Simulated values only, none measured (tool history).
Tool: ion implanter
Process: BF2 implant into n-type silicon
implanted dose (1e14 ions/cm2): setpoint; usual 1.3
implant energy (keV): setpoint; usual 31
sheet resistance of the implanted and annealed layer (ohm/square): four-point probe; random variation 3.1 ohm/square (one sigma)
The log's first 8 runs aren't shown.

run,hour,implanted dose (1e14 ions/cm2),implant energy (keV),"read-back reference wafer on the same gauge, sheet resistance",sheet resistance of the implanted and annealed layer (ohm/square)
9,442.2,1.53,35,738.98,645.66
# hour 449.6: gauge calibrated
10,513.1,1.3,24.5,738.32,772.07
11,604.3,1.3,24.5,738.44,771.57
12,645,1.3,31,738.01,732.4
13,734.8,1.2,31,736.38,781.44
# hour 789.2: Faraday cup replaced and dose calibrated
14,789.7,1.2,31,738.54,799.74
15,829.6,1.2,31,737.51,803.67
16,880.4,1.3,31,736.96,753.1
17,969.5,1.66,37.5,737.89,611.55
18,1014.8,1.18,31,738.03,814.62
19,1106.3,0.98,24,738.45,993.51
# hour 1125.7: extraction supply calibrated
20,1278,1.3,31,739.99,749.52
21,1356.5,0.93,36.5,737.68,939.04
22,1451.2,1.3,21,738.2,790.4
23,1539.1,1.3,31,739.27,746.58
24,1638.7,1.3,27,737.63,757.76
25,1675.8,1.67,36.5,737.31,597.04
26,1829.4,1.07,40.5,738.55,813.1
27,1890.7,0.93,39.5,737.54,911.39
# hour 1899.1: Faraday cup replaced and dose calibrated
# hour 1911.5: gauge calibrated
28,2182.4,1.09,25.5,736.78,890.15
29,2259.4,0.92,34,737.87,965.92
30,2568.5,1.13,25.5,739.73,859.84

Forecast each of these 4 alternatives for the next run:
A,2568.9,1.3,31,?,?
B,2568.9,1.55,31,?,?
C,2568.9,1.12,26.5,?,?
D,2568.9,1.3,23.5,?,?

run,"read-back reference wafer on the same gauge, sheet resistance",sheet resistance of the implanted and annealed layer (ohm/square)
A,738.61,745.46
B,738.61,648.59
C,738.61,863.97
D,738.61,779.31
Without the tool's hidden state the same runs would have given:
run,sheet resistance of the implanted and annealed layer (ohm/square)
A,757.77
B,659.33
C,878.7
D,793.13
